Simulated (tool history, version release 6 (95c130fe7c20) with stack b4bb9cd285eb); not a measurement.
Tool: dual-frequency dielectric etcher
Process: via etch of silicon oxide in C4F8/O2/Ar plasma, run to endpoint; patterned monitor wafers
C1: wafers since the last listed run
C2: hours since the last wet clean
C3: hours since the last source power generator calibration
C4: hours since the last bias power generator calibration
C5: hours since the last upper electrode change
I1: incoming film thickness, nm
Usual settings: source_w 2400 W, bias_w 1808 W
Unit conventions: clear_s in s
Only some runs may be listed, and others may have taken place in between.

Run 1, day 0.000: usual settings but bias_w 2101 W; C1 0; C2 333.3; C3 640.0; C4 1542.3; C5 2724.8; I1 854.8. Result: clear_s 147.8 s.
At day 4.038: bias power generator calibrated.
Run 2, day 4.392: usual settings; C1 491; C2 438.7; C3 745.4; C4 8.5; C5 2830.2; I1 858.1. Result: clear_s 156.1 s.
Run 3, day 6.333: usual settings; C1 225; C2 485.3; C3 792.0; C4 55.1; C5 2876.8; I1 864.9. Result: clear_s 156.1 s.
Run 4, day 8.508: usual settings; C1 252; C2 537.5; C3 844.2; C4 107.3; C5 2929.0; I1 855.6. Result: clear_s 156.2 s.
Run 5, day 11.621: usual settings; C1 361; C2 612.2; C3 918.9; C4 182.0; C5 3003.7; I1 850.2. Result: clear_s 152.4 s.
At day 13.642: wet clean of the chamber.
Run 6, day 14.154: usual settings; C1 178; C2 12.3; C3 979.7; C4 242.8; C5 3064.5; I1 862.2. Result: clear_s 156.0 s.
Run 7, day 16.888: usual settings; C1 317; C2 77.9; C3 1045.3; C4 308.4; C5 3130.1; I1 857.4. Result: clear_s 155.7 s.
Run 8, day 21.300: usual settings; C1 513; C2 183.8; C3 1151.2; C4 414.3; C5 3236.0; I1 860.6. Result: clear_s 157.1 s.
Run 9, day 23.154: usual settings; C1 215; C2 228.3; C3 1195.7; C4 458.8; C5 3280.5; I1 864.4. Result: clear_s 156.0 s.
Run 10, day 25.904: usual settings; C1 319; C2 294.3; C3 1261.7; C4 524.8; C5 3346.5; I1 855.9. Result: clear_s 154.8 s.
Run 11, day 30.142: usual settings; C1 492; C2 396.0; C3 1363.4; C4 626.5; C5 3448.2; I1 865.3. Result: clear_s 156.9 s.
Run 12, day 33.633: usual settings; C1 405; C2 479.8; C3 1447.2; C4 710.3; C5 3532.0; I1 855.6. Result: clear_s 155.9 s.
At day 36.867: wet clean of the chamber.
Run 13, day 38.067: usual settings; C1 399; C2 28.8; C3 1553.6; C4 816.7; C5 3638.4; I1 860.5. Result: clear_s 155.0 s.
Run 14, day 40.283: usual settings; C1 257; C2 82.0; C3 1606.8; C4 869.9; C5 3691.6; I1 862.9. Result: clear_s 157.5 s.
At day 43.246: upper electrode replaced.
Run 15, day 43.267: usual settings; C1 230; C2 153.6; C3 1678.4; C4 941.5; C5 0.5; I1 862.0. Result: clear_s 157.0 s.
Run 16, day 44.592: usual settings but source_w 2630 W; C1 154; C2 185.4; C3 1710.2; C4 973.3; C5 32.3; I1 859.4. Result: clear_s 149.2 s.
At day 45.650: source power generator calibrated.
Run 17, day 48.062: usual settings but source_w 2700 W, bias_w 1435 W; C1 384; C2 268.7; C3 57.9; C4 1056.6; C5 115.6; I1 854.5. Result: clear_s 153.1 s.
Run 18, day 52.475: usual settings but source_w 1960 W, bias_w 2094 W; C1 513; C2 374.6; C3 163.8; C4 1162.5; C5 221.5; I1 856.8. Result: clear_s 165.4 s.
Run 19, day 55.662: usual settings but source_w 2810 W, bias_w 2243 W; C1 370; C2 451.1; C3 240.3; C4 1239.0; C5 298.0; I1 859.3. Result: clear_s 138.5 s.
At day 59.579: wet clean of the chamber.
Run 20, day 59.879: usual settings but source_w 2690 W, bias_w 1938 W; C1 373; C2 7.2; C3 341.5; C4 1340.2; C5 399.2; I1 854.6. Result: clear_s 144.2 s.
Run 21, day 61.700: usual settings but source_w 1850 W, bias_w 1512 W; C1 211; C2 50.9; C3 385.2; C4 1383.9; C5 442.9; I1 853.8. Result: clear_s 180.7 s.
Run 22, day 63.767: usual settings but source_w 2120 W, bias_w 1427 W; C1 240; C2 100.5; C3 434.8; C4 1433.5; C5 492.5; I1 859.4. Result: clear_s 175.1 s.
Run 23, day 66.588: usual settings but source_w 2810 W, bias_w 2243 W; C1 327; C2 168.2; C3 502.5; C4 1501.2; C5 560.2; I1 858.9. Result: clear_s 137.2 s.
Run 24, day 69.067: usual settings but source_w 2010 W; C1 288; C2 227.7; C3 562.0; C4 1560.7; C5 619.7; I1 858.3. Result: clear_s 169.3 s.
Run 25, day 73.296: usual settings but source_w 1940 W, bias_w 1511 W; C1 491; C2 329.2; C3 663.5; C4 1662.2; C5 721.2; I1 852.3. Result: clear_s 177.1 s.
Run 26, day 76.412: usual settings; C1 362; C2 404.0; C3 738.3; C4 1737.0; C5 796.0; I1 863.2. Result: clear_s 155.6 s.
Run 27, day 78.508: usual settings but source_w 2090 W, bias_w 1510 W; C1 243; C2 454.3; C3 788.6; C4 1787.3; C5 846.3; I1 857.8. Result: clear_s 173.3 s.
At day 79.050: bias power generator calibrated.
Run 28, day 82.621: usual settings; C1 458; C2 553.0; C3 887.3; C4 85.7; C5 945.0; I1 850.1. Result: clear_s 153.2 s.
At day 84.529: wet clean of the chamber.
Run 29, day 86.600: usual settings but bias_w 1623 W; C1 346; C2 49.7; C3 982.8; C4 181.2; C5 1040.5; I1 860.7. Result: clear_s 161.6 s.
Run 30, day 90.496: usual settings but source_w 2120 W; C1 452; C2 143.2; C3 1076.3; C4 274.7; C5 1134.0; I1 852.0. Result: clear_s 161.9 s.
Run 31, day 93.546: usual settings but source_w 2120 W, bias_w 1485 W; C1 354; C2 216.4; C3 1149.5; C4 347.9; C5 1207.2; I1 863.2. Result: clear_s 171.1 s.
Run 32, day 97.029: usual settings; C1 404; C2 300.0; C3 1233.1; C4 431.5; C5 1290.8; I1 861.7. Result: clear_s 154.8 s.
Run 33, day 103.158: usual settings but source_w 1850 W, bias_w 2058 W; C1 712; C2 447.1; C3 1380.2; C4 578.6; C5 1437.9; I1 854.5. Result: clear_s 167.7 s.
At day 106.267: wet clean of the chamber.
Run 34, day 106.767: usual settings but source_w 2100 W, bias_w 1602 W; C1 303; C2 12.0; C3 1466.8; C4 665.2; C5 1524.5; I1 852.1. Result: clear_s 170.4 s.
Run 35, day 110.021: usual settings but source_w 2780 W, bias_w 2209 W; C1 378; C2 90.1; C3 1544.9; C4 743.3; C5 1602.6; I1 862.5. Result: clear_s 137.7 s.

Take each entry between the runs: how does the hidden state at the last listed run before it differ from the hidden state at the first listed run after it?
Logged between run 1 and run 2: bias power generator calibrated (day 4.038)
  no hidden state differs between the two runs
Logged between run 5 and run 6: wet clean of the chamber (day 13.642)
  no hidden state differs between the two runs
Logged between run 12 and run 13: wet clean of the chamber (day 36.867)
  no hidden state differs between the two runs
Logged between run 14 and run 15: upper electrode replaced (day 43.246)
  no hidden state differs between the two runs
Logged between run 16 and run 17: source power generator calibrated (day 45.650)
  no hidden state differs between the two runs
Logged between run 19 and run 20: wet clean of the chamber (day 59.579)
  no hidden state differs between the two runs
Logged between run 27 and run 28: bias power generator calibrated (day 79.050)
  no hidden state differs between the two runs
Logged between run 28 and run 29: wet clean of the chamber (day 84.529)
  no hidden state differs between the two runs
Logged between run 33 and run 34: wet clean of the chamber (day 106.267)
  no hidden state differs between the two runs
